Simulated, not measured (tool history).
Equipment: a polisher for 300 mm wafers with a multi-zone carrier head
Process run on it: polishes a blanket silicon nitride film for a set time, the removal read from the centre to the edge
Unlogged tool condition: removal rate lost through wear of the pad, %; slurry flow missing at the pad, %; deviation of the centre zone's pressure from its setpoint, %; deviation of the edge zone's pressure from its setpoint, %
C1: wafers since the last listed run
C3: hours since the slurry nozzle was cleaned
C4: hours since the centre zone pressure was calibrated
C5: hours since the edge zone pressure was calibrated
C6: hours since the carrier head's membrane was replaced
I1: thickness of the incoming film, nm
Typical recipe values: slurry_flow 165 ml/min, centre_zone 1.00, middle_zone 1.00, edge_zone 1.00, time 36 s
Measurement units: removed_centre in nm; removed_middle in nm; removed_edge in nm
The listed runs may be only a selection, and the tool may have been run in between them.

run 1 hour=0.0 | slurry_flow=165 centre_zone=1.00 middle_zone=1.00 edge_zone=1.00 time=30 | C1=0 wafers_polished_on_this_pad=1233 C3=743.5 C4=1436.6 C5=223.4 C6=812.9 | I1=416.7 | removed_centre=91.5 removed_middle=90.3 removed_edge=91.0
-- hour=6.4 worn pad replaced by a new one
run 2 hour=9.0 | slurry_flow=165 centre_zone=1.00 middle_zone=1.00 edge_zone=1.00 time=30 | C1=53 wafers_polished_on_this_pad=27 C3=752.5 C4=1445.6 C5=232.4 C6=821.9 | I1=420.0 | removed_centre=91.8 removed_middle=89.0 removed_edge=91.2
run 3 hour=26.1 | slurry_flow=165 centre_zone=1.00 middle_zone=1.00 edge_zone=1.00 time=36 | C1=184 wafers_polished_on_this_pad=211 C3=769.6 C4=1462.7 C5=249.5 C6=839.0 | I1=418.8 | removed_centre=110.2 removed_middle=106.7 removed_edge=109.4
run 4 hour=46.1 | slurry_flow=165 centre_zone=1.11 middle_zone=0.94 edge_zone=1.00 time=27 | C1=215 wafers_polished_on_this_pad=427 C3=789.6 C4=1482.7 C5=269.5 C6=859.0 | I1=425.9 | removed_centre=90.4 removed_middle=78.4 removed_edge=81.5
-- hour=48.7 slurry nozzle cleaned
run 5 hour=60.6 | slurry_flow=215 centre_zone=1.09 middle_zone=1.11 edge_zone=1.00 time=36 | C1=145 wafers_polished_on_this_pad=572 C3=11.9 C4=1497.2 C5=284.0 C6=873.5 | I1=416.0 | removed_centre=118.8 removed_middle=119.2 removed_edge=110.3
run 6 hour=69.2 | slurry_flow=165 centre_zone=0.95 middle_zone=1.12 edge_zone=0.93 time=43 | C1=92 wafers_polished_on_this_pad=665 C3=20.5 C4=1505.8 C5=292.6 C6=882.1 | I1=414.0 | removed_centre=120.8 removed_middle=133.1 removed_edge=123.8
run 7 hour=109.8 | slurry_flow=165 centre_zone=1.00 middle_zone=1.00 edge_zone=1.00 time=36 | C1=437 wafers_polished_on_this_pad=1102 C3=61.1 C4=1546.4 C5=333.2 C6=922.7 | I1=416.1 | removed_centre=103.9 removed_middle=102.1 removed_edge=105.6
-- hour=116.0 worn pad replaced by a new one
-- hour=117.9 carrier head's membrane replaced by a new one
run 8 hour=120.7 | slurry_flow=165 centre_zone=1.00 middle_zone=1.00 edge_zone=1.00 time=36 | C1=54 wafers_polished_on_this_pad=30 C3=72.0 C4=1557.3 C5=344.1 C6=2.8 | I1=419.7 | removed_centre=103.9 removed_middle=102.9 removed_edge=105.8
-- hour=132.6 edge zone pressure recalibrated
run 9 hour=135.7 | slurry_flow=165 centre_zone=0.95 middle_zone=1.00 edge_zone=1.08 time=24 | C1=139 wafers_polished_on_this_pad=170 C3=87.0 C4=1572.3 C5=3.1 C6=17.8 | I1=419.1 | removed_centre=67.1 removed_middle=69.2 removed_edge=72.5
run 10 hour=152.5 | slurry_flow=105 centre_zone=0.93 middle_zone=1.00 edge_zone=0.97 time=49 | C1=180 wafers_polished_on_this_pad=351 C3=103.8 C4=1589.1 C5=19.9 C6=34.6 | I1=424.2 | removed_centre=119.8 removed_middle=126.7 removed_edge=135.1
-- hour=166.0 centre zone pressure recalibrated
run 11 hour=169.0 | slurry_flow=165 centre_zone=1.00 middle_zone=1.00 edge_zone=0.91 time=36 | C1=156 wafers_polished_on_this_pad=507 C3=120.3 C4=3.0 C5=36.4 C6=51.1 | I1=426.0 | removed_centre=102.5 removed_middle=102.9 removed_edge=101.7
-- hour=171.1 slurry nozzle cleaned, repeated, since the last time left the tool worse
run 12 hour=178.6 | slurry_flow=165 centre_zone=1.00 middle_zone=1.00 edge_zone=1.00 time=24 | C1=92 wafers_polished_on_this_pad=600 C3=7.5 C4=12.6 C5=46.0 C6=60.7 | I1=417.5 | removed_centre=77.5 removed_middle=74.6 removed_edge=75.7
run 13 hour=190.1 | slurry_flow=145 centre_zone=1.00 middle_zone=1.00 edge_zone=1.10 time=36 | C1=123 wafers_polished_on_this_pad=723 C3=19.0 C4=24.1 C5=57.5 C6=72.2 | I1=422.2 | removed_centre=114.1 removed_middle=111.4 removed_edge=116.0
run 14 hour=206.7 | slurry_flow=165 centre_zone=1.00 middle_zone=1.00 edge_zone=1.00 time=36 | C1=178 wafers_polished_on_this_pad=902 C3=35.6 C4=40.7 C5=74.1 C6=88.8 | I1=421.0 | removed_centre=116.4 removed_middle=112.0 removed_edge=113.3
-- hour=218.9 worn pad replaced by a new one
run 15 hour=250.2 | slurry_flow=220 centre_zone=1.00 middle_zone=1.07 edge_zone=1.00 time=36 | C1=425 wafers_polished_on_this_pad=336 C3=79.1 C4=84.2 C5=117.6 C6=132.3 | I1=423.6 | removed_centre=121.1 removed_middle=123.9 removed_edge=115.3
run 16 hour=259.7 | slurry_flow=165 centre_zone=1.00 middle_zone=1.00 edge_zone=1.07 time=36 | C1=102 wafers_polished_on_this_pad=439 C3=88.6 C4=93.7 C5=127.1 C6=141.8 | I1=418.2 | removed_centre=115.5 removed_middle=112.0 removed_edge=115.6
run 17 hour=266.7 | slurry_flow=145 centre_zone=1.00 middle_zone=1.00 edge_zone=0.89 time=36 | C1=75 wafers_polished_on_this_pad=514 C3=95.6 C4=100.7 C5=134.1 C6=148.8 | I1=424.1 | removed_centre=113.1 removed_middle=112.5 removed_edge=106.4
run 18 hour=277.5 | slurry_flow=165 centre_zone=1.00 middle_zone=1.00 edge_zone=1.00 time=36 | C1=116 wafers_polished_on_this_pad=630 C3=106.4 C4=111.5 C5=144.9 C6=159.6 | I1=421.0 | removed_centre=116.8 removed_middle=112.5 removed_edge=112.3
run 19 hour=295.4 | slurry_flow=165 centre_zone=0.89 middle_zone=1.00 edge_zone=1.00 time=43 | C1=192 wafers_polished_on_this_pad=823 C3=124.3 C4=129.4 C5=162.8 C6=177.5 | I1=422.8 | removed_centre=126.2 removed_middle=132.0 removed_edge=134.4
run 20 hour=312.3 | slurry_flow=165 centre_zone=1.00 middle_zone=1.00 edge_zone=1.00 time=36 | C1=181 wafers_polished_on_this_pad=1005 C3=141.2 C4=146.3 C5=179.7 C6=194.4 | I1=426.8 | removed_centre=114.6 removed_middle=109.9 removed_edge=111.7
-- hour=323.0 worn pad replaced by a new one
run 21 hour=323.5 | slurry_flow=165 centre_zone=1.00 middle_zone=1.00 edge_zone=1.00 time=36 | C1=77 wafers_polished_on_this_pad=5 C3=152.4 C4=157.5 C5=190.9 C6=205.6 | I1=427.0 | removed_centre=114.3 removed_middle=110.8 removed_edge=113.8

Forecast each of these 5 alternatives for the next run:
run A hour=323.9 | slurry_flow=165 centre_zone=1.00 middle_zone=1.00 edge_zone=1.00 time=36 | C1=4 wafers_polished_on_this_pad=9 C3=152.8 C4=157.9 C5=191.3 C6=206.0 | I1=415.2 | removed_centre=? removed_middle=? removed_edge=?
run B hour=323.9 | slurry_flow=185 centre_zone=0.94 middle_zone=1.10 edge_zone=1.00 time=36 | C1=4 wafers_polished_on_this_pad=9 C3=152.8 C4=157.9 C5=191.3 C6=206.0 | I1=415.2 | removed_centre=? removed_middle=? removed_edge=?
run C hour=323.9 | slurry_flow=165 centre_zone=0.96 middle_zone=0.92 edge_zone=1.00 time=26 | C1=4 wafers_polished_on_this_pad=9 C3=152.8 C4=157.9 C5=191.3 C6=206.0 | I1=415.2 | removed_centre=? removed_middle=? removed_edge=?
run D hour=323.9 | slurry_flow=165 centre_zone=1.07 middle_zone=1.11 edge_zone=1.06 time=36 | C1=4 wafers_polished_on_this_pad=9 C3=152.8 C4=157.9 C5=191.3 C6=206.0 | I1=415.2 | removed_centre=? removed_middle=? removed_edge=?
run E hour=323.9 | slurry_flow=165 centre_zone=1.00 middle_zone=0.93 edge_zone=1.05 time=36 | C1=4 wafers_polished_on_this_pad=9 C3=152.8 C4=157.9 C5=191.3 C6=206.0 | I1=415.2 | removed_centre=? removed_middle=? removed_edge=?

run=A removed_centre=115.4 removed_middle=111.5 removed_edge=112.4
run=B removed_centre=112.0 removed_middle=122.0 removed_edge=113.4
run=C removed_centre=80.7 removed_middle=75.4 removed_edge=81.2
run=D removed_centre=121.6 removed_middle=121.1 removed_edge=114.6
run=E removed_centre=115.3 removed_middle=105.3 removed_edge=114.5
The same runs, with their run-to-run variation unchanged, on a tool lacking any hidden condition would have given:
run=A removed_centre=116.4 removed_middle=112.3 removed_edge=113.0
run=B removed_centre=112.9 removed_middle=122.9 removed_edge=114.0
run=C removed_centre=81.4 removed_middle=76.0 removed_edge=81.7
run=D removed_centre=122.7 removed_middle=122.0 removed_edge=115.3
run=E removed_centre=116.3 removed_middle=106.1 removed_edge=115.1
